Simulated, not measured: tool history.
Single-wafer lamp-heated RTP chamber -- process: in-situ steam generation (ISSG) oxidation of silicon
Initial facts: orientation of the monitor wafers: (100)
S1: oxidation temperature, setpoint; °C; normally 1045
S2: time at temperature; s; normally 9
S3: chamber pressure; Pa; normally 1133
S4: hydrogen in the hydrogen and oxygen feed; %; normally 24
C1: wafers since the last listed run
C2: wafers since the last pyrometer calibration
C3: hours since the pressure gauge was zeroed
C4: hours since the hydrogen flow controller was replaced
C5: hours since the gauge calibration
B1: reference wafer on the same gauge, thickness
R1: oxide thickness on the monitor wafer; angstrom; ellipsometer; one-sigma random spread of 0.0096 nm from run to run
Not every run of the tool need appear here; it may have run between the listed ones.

{"run": 1, "hour": 0.0, "S1": 1045, "S2": 9, "S3": 1133, "S4": 24, "C1": 0, "C2": 3530, "C3": 988.1, "C4": 3274.5, "C5": 2085.9, "B1": 5.287, "R1": 46.95}
{"run": 2, "hour": 76.6, "S1": 1045, "S2": 9, "S3": 1133, "S4": 24, "C1": 770, "C2": 4300, "C3": 1064.7, "C4": 3351.1, "C5": 2162.5, "B1": 5.282, "R1": 47.05}
{"hour": 102.2, "done": "gauge calibrated"}
{"run": 3, "hour": 156.9, "S1": 1045, "S2": 9, "S3": 1133, "S4": 24, "C1": 807, "C2": 5108, "C3": 1145, "C4": 3431.4, "C5": 54.7, "B1": 5.279, "R1": 47}
{"hour": 364.5, "done": "pyrometer window cleaned and pyrometer calibrated"}
{"run": 4, "hour": 475.3, "S1": 1045, "S2": 9, "S3": 1133, "S4": 24, "C1": 3121, "C2": 1114, "C3": 1463.4, "C4": 3749.8, "C5": 373.1, "B1": 5.281, "R1": 46.56}
{"run": 5, "hour": 537.1, "S1": 1045, "S2": 9, "S3": 1133, "S4": 24, "C1": 621, "C2": 1735, "C3": 1525.2, "C4": 3811.6, "C5": 434.9, "B1": 5.284, "R1": 46.9}
{"run": 6, "hour": 640.6, "S1": 1045, "S2": 9, "S3": 1133, "S4": 24, "C1": 1040, "C2": 2776, "C3": 1628.7, "C4": 3915.1, "C5": 538.4, "B1": 5.274, "R1": 46.92}
{"run": 7, "hour": 734.3, "S1": 1045, "S2": 9, "S3": 1133, "S4": 24, "C1": 942, "C2": 3718, "C3": 1722.4, "C4": 4008.8, "C5": 632.1, "B1": 5.283, "R1": 47.07}
{"run": 8, "hour": 883.3, "S1": 1045, "S2": 9, "S3": 1040, "S4": 24, "C1": 1498, "C2": 5216, "C3": 1871.4, "C4": 4157.8, "C5": 781.1, "B1": 5.277, "R1": 47.42}
{"hour": 958.0, "done": "pyrometer window cleaned and pyrometer calibrated"}
{"run": 9, "hour": 982.5, "S1": 1045, "S2": 9, "S3": 1040, "S4": 24, "C1": 917, "C2": 246, "C3": 1970.6, "C4": 4257, "C5": 880.3, "B1": 5.277, "R1": 48}
{"run": 10, "hour": 1022.4, "S1": 1045, "S2": 9, "S3": 1267, "S4": 24, "C1": 401, "C2": 647, "C3": 2010.5, "C4": 4296.9, "C5": 920.2, "B1": 5.278, "R1": 47.38}
{"run": 11, "hour": 1118.1, "S1": 1045, "S2": 9, "S3": 1267, "S4": 24, "C1": 962, "C2": 1610, "C3": 2106.2, "C4": 4392.6, "C5": 1015.9, "B1": 5.282, "R1": 47.45}
{"run": 12, "hour": 1214.1, "S1": 1045, "S2": 9, "S3": 1200, "S4": 24, "C1": 965, "C2": 2575, "C3": 2202.2, "C4": 4488.6, "C5": 1111.9, "B1": 5.282, "R1": 47.91}
{"run": 13, "hour": 1308.9, "S1": 1045, "S2": 9, "S3": 1200, "S4": 24, "C1": 953, "C2": 3528, "C3": 2297, "C4": 4583.4, "C5": 1206.7, "B1": 5.279, "R1": 48.02}
{"hour": 1379.2, "done": "pressure gauge zeroed"}
{"run": 14, "hour": 1404.0, "S1": 1045, "S2": 9, "S3": 1133, "S4": 24, "C1": 875, "C2": 4404, "C3": 24.8, "C4": 4678.5, "C5": 1301.8, "B1": 5.28, "R1": 48.4}
{"run": 15, "hour": 1483.0, "S1": 1045, "S2": 9, "S3": 1320, "S4": 24, "C1": 794, "C2": 5198, "C3": 103.8, "C4": 4757.5, "C5": 1380.8, "B1": 5.277, "R1": 47.43}
{"run": 16, "hour": 1525.4, "S1": 1028, "S2": 9, "S3": 1133, "S4": 24, "C1": 426, "C2": 5624, "C3": 146.2, "C4": 4799.9, "C5": 1423.2, "B1": 5.285, "R1": 45.22}
{"hour": 1606.3, "done": "pyrometer window cleaned and pyrometer calibrated, repeated, since the last time left the tool worse"}
{"run": 17, "hour": 1765.8, "S1": 1045, "S2": 9, "S3": 1133, "S4": 30, "C1": 2336, "C2": 1604, "C3": 386.6, "C4": 5040.3, "C5": 1663.6, "B1": 5.277, "R1": 49.59}
{"run": 18, "hour": 1931.9, "S1": 1057, "S2": 7, "S3": 1240, "S4": 32, "C1": 1670, "C2": 3274, "C3": 552.7, "C4": 5206.4, "C5": 1829.7, "B1": 5.284, "R1": 46.8}
{"hour": 1988.7, "done": "hydrogen flow controller replaced"}
{"run": 19, "hour": 2006.2, "S1": 1045, "S2": 9, "S3": 1133, "S4": 24, "C1": 666, "C2": 3940, "C3": 627, "C4": 17.5, "C5": 1904, "B1": 5.279, "R1": 46.96}
{"run": 20, "hour": 2113.6, "S1": 1031, "S2": 10, "S3": 1133, "S4": 24, "C1": 1079, "C2": 5020, "C3": 734.4, "C4": 124.9, "C5": 2011.4, "B1": 5.281, "R1": 46.37}
{"hour": 2123.9, "done": "gauge calibrated"}
{"hour": 2182.3, "done": "pyrometer window cleaned and pyrometer calibrated"}
{"run": 21, "hour": 2198.2, "S1": 1036, "S2": 7, "S3": 1133, "S4": 24, "C1": 770, "C2": 160, "C3": 819, "C4": 209.5, "C5": 74.3, "B1": 5.283, "R1": 39.72}
{"run": 22, "hour": 2272.7, "S1": 1045, "S2": 9, "S3": 1133, "S4": 24, "C1": 749, "C2": 909, "C3": 893.5, "C4": 284, "C5": 148.8, "B1": 5.277, "R1": 46.65}
{"run": 23, "hour": 2314.3, "S1": 1045, "S2": 9, "S3": 1133, "S4": 24, "C1": 418, "C2": 1327, "C3": 935.1, "C4": 325.6, "C5": 190.4, "B1": 5.281, "R1": 46.57}
{"run": 24, "hour": 2365.5, "S1": 1045, "S2": 9, "S3": 1067, "S4": 24, "C1": 514, "C2": 1842, "C3": 986.3, "C4": 376.8, "C5": 241.6, "B1": 5.287, "R1": 46.83}
{"run": 25, "hour": 2469.6, "S1": 1045, "S2": 9, "S3": 1133, "S4": 24, "C1": 1046, "C2": 2889, "C3": 1090.4, "C4": 480.9, "C5": 345.7, "B1": 5.285, "R1": 46.92}
{"run": 26, "hour": 2534.3, "S1": 1045, "S2": 9, "S3": 1133, "S4": 24, "C1": 650, "C2": 3539, "C3": 1155.1, "C4": 545.6, "C5": 410.4, "B1": 5.279, "R1": 47.01}

Run 27 is up next; what results do you expect?
{"run": 27, "hour": 2625.5, "S1": 1045, "S2": 9, "S3": 1133, "S4": 24, "C1": 917, "C2": 4456, "C3": 1246.3, "C4": 636.8, "C5": 501.6, "B1": "?", "R1": "?"}

{"run 27": {"B1": 5.279, "R1": 46.91}}
Without the tool's hidden state the same run would have given R1 46.19 angstrom.
